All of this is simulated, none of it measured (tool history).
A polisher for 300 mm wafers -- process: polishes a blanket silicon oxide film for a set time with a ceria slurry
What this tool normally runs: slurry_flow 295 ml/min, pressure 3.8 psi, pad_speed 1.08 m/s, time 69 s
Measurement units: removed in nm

| run | day | slurry_flow | pressure | pad_speed | time | wafers since the last listed run | wafers polished on this pad | hours since the slurry nozzle was cleaned | hours since the head pressure was calibrated | incoming thickness of the incoming film, nm | removed |
|---|---|---|---|---|---|---|---|---|---|---|---|
| 1 | 0.000 | 295 | 3.8 | 0.82 | 69 | 0 | 739 | 213.7 | 292.2 | 1343.0 | 236.1 |
| 2 | 0.850 | 250 | 3.8 | 1.08 | 69 | 218 | 957 | 234.1 | 312.6 | 1340.5 | 301.0 |
| 3 | 1.667 | 250 | 3.8 | 1.08 | 69 | 209 | 1167 | 253.7 | 332.2 | 1356.9 | 295.8 |
|  | 2.150 | slurry nozzle cleaned |
| 4 | 2.667 | 250 | 3.8 | 1.08 | 69 | 246 | 1413 | 12.4 | 356.2 | 1329.6 | 312.1 |
| 5 | 3.425 | 295 | 3.8 | 1.08 | 69 | 194 | 1608 | 30.6 | 374.4 | 1349.5 | 312.9 |
| 6 | 4.038 | 295 | 3.8 | 1.08 | 69 | 157 | 1765 | 45.3 | 389.1 | 1363.0 | 311.0 |
|  | 4.475 | worn pad replaced by a new one |
| 7 | 5.092 | 295 | 3.8 | 1.08 | 69 | 228 | 158 | 70.6 | 414.4 | 1343.0 | 317.5 |
| 8 | 5.750 | 295 | 3.8 | 1.08 | 69 | 169 | 327 | 86.4 | 430.2 | 1352.5 | 317.6 |
| 9 | 6.525 | 295 | 3.8 | 1.08 | 69 | 199 | 526 | 105.0 | 448.8 | 1343.8 | 313.6 |
| 10 | 7.654 | 295 | 3.8 | 1.08 | 69 | 290 | 816 | 132.1 | 475.9 | 1345.0 | 309.9 |
| 11 | 8.362 | 295 | 3.8 | 1.08 | 69 | 181 | 998 | 149.1 | 492.9 | 1332.6 | 311.9 |
| 12 | 8.904 | 295 | 3.8 | 1.08 | 69 | 139 | 1137 | 162.1 | 505.9 | 1339.3 | 307.1 |
| 13 | 9.588 | 295 | 3.8 | 1.08 | 69 | 175 | 1313 | 178.5 | 522.3 | 1335.3 | 306.5 |
| 14 | 10.258 | 295 | 3.8 | 1.08 | 69 | 172 | 1485 | 194.6 | 538.4 | 1364.3 | 308.7 |
| 15 | 10.912 | 355 | 5.1 | 0.70 | 69 | 168 | 1653 | 210.3 | 554.1 | 1328.8 | 248.6 |
| 16 | 11.596 | 295 | 3.1 | 0.70 | 84 | 175 | 1829 | 226.7 | 570.5 | 1327.2 | 205.3 |
|  | 12.342 | slurry nozzle cleaned |
|  | 12.421 | worn pad replaced by a new one |
| 17 | 12.692 | 295 | 3.8 | 0.96 | 69 | 250 | 69 | 8.4 | 596.8 | 1327.9 | 291.4 |
| 18 | 13.229 | 295 | 3.1 | 1.08 | 89 | 138 | 207 | 21.3 | 609.7 | 1338.2 | 366.2 |
| 19 | 14.167 | 295 | 3.8 | 1.28 | 49 | 240 | 448 | 43.8 | 632.2 | 1349.2 | 268.6 |
| 20 | 14.758 | 255 | 2.7 | 1.08 | 79 | 152 | 600 | 58.0 | 646.4 | 1334.4 | 280.9 |
| 21 | 15.792 | 355 | 2.7 | 0.98 | 80 | 265 | 865 | 82.8 | 671.2 | 1328.0 | 266.7 |
| 22 | 16.662 | 245 | 4.7 | 1.28 | 75 | 223 | 1089 | 103.7 | 692.1 | 1326.1 | 459.2 |
| 23 | 18.154 | 295 | 3.8 | 1.08 | 69 | 383 | 1472 | 139.5 | 727.9 | 1341.5 | 301.3 |
|  | 19.079 | head pressure recalibrated |
| 24 | 19.100 | 295 | 3.8 | 1.08 | 69 | 221 | 1694 | 162.2 | 0.5 | 1343.4 | 303.0 |
| 25 | 19.554 | 295 | 3.8 | 1.08 | 69 | 116 | 1811 | 173.1 | 11.4 | 1336.4 | 300.1 |
| 26 | 20.212 | 295 | 3.8 | 1.08 | 87 | 169 | 1980 | 188.9 | 27.2 | 1349.8 | 379.2 |
|  | 20.892 | worn pad replaced by a new one |
|  | 21.071 | slurry nozzle cleaned |
| 27 | 21.654 | 325 | 2.6 | 1.08 | 69 | 316 | 184 | 14.0 | 61.8 | 1329.5 | 258.6 |
| 28 | 22.621 | 295 | 3.8 | 1.08 | 69 | 248 | 433 | 37.2 | 85.0 | 1331.6 | 324.4 |
| 29 | 23.975 | 385 | 4.2 | 1.08 | 69 | 347 | 781 | 69.7 | 117.5 | 1352.7 | 349.8 |
| 30 | 25.450 | 295 | 3.8 | 1.08 | 69 | 378 | 1160 | 105.1 | 152.9 | 1323.8 | 312.5 |
| 31 | 26.421 | 250 | 3.8 | 1.08 | 69 | 249 | 1409 | 128.4 | 176.2 | 1346.3 | 301.2 |
| 32 | 27.450 | 385 | 3.8 | 0.76 | 88 | 264 | 1673 | 153.1 | 200.9 | 1358.0 | 286.8 |
| 33 | 28.817 | 295 | 3.8 | 0.84 | 69 | 351 | 2025 | 185.9 | 233.7 | 1345.6 | 235.6 |
|  | 29.154 | worn pad replaced by a new one |
| 34 | 29.712 | 295 | 3.8 | 1.08 | 69 | 187 | 143 | 207.4 | 255.2 | 1362.9 | 317.5 |
|  | 30.129 | slurry nozzle cleaned |
| 35 | 30.721 | 295 | 3.8 | 1.08 | 79 | 248 | 392 | 14.2 | 279.4 | 1315.2 | 370.6 |
| 36 | 31.492 | 295 | 3.8 | 1.08 | 69 | 198 | 590 | 32.7 | 297.9 | 1338.6 | 319.3 |

Forecast each of these 5 alternatives for the next run:
| A | 31.508 | 295 | 3.8 | 1.08 | 69 | 4 | 594 | 33.1 | 298.3 | 1335.6 | ? |
| B | 31.508 | 345 | 3.8 | 1.32 | 63 | 4 | 594 | 33.1 | 298.3 | 1335.6 | ? |
| C | 31.508 | 365 | 3.8 | 1.08 | 53 | 4 | 594 | 33.1 | 298.3 | 1335.6 | ? |
| D | 31.508 | 335 | 4.7 | 1.38 | 69 | 4 | 594 | 33.1 | 298.3 | 1335.6 | ? |
| E | 31.508 | 295 | 3.8 | 1.24 | 80 | 4 | 594 | 33.1 | 298.3 | 1335.6 | ? |

| run | removed |
|---|---|
| A | 319.0 |
| B | 362.0 |
| C | 250.5 |
| D | 482.3 |
| E | 424.7 |
The same runs, with their run-to-run variation unchanged, on a tool lacking any hidden condition would have given:
| run | removed |
|---|---|
| A | 330.1 |
| B | 373.6 |
| C | 258.3 |
| D | 498.0 |
| E | 439.4 |
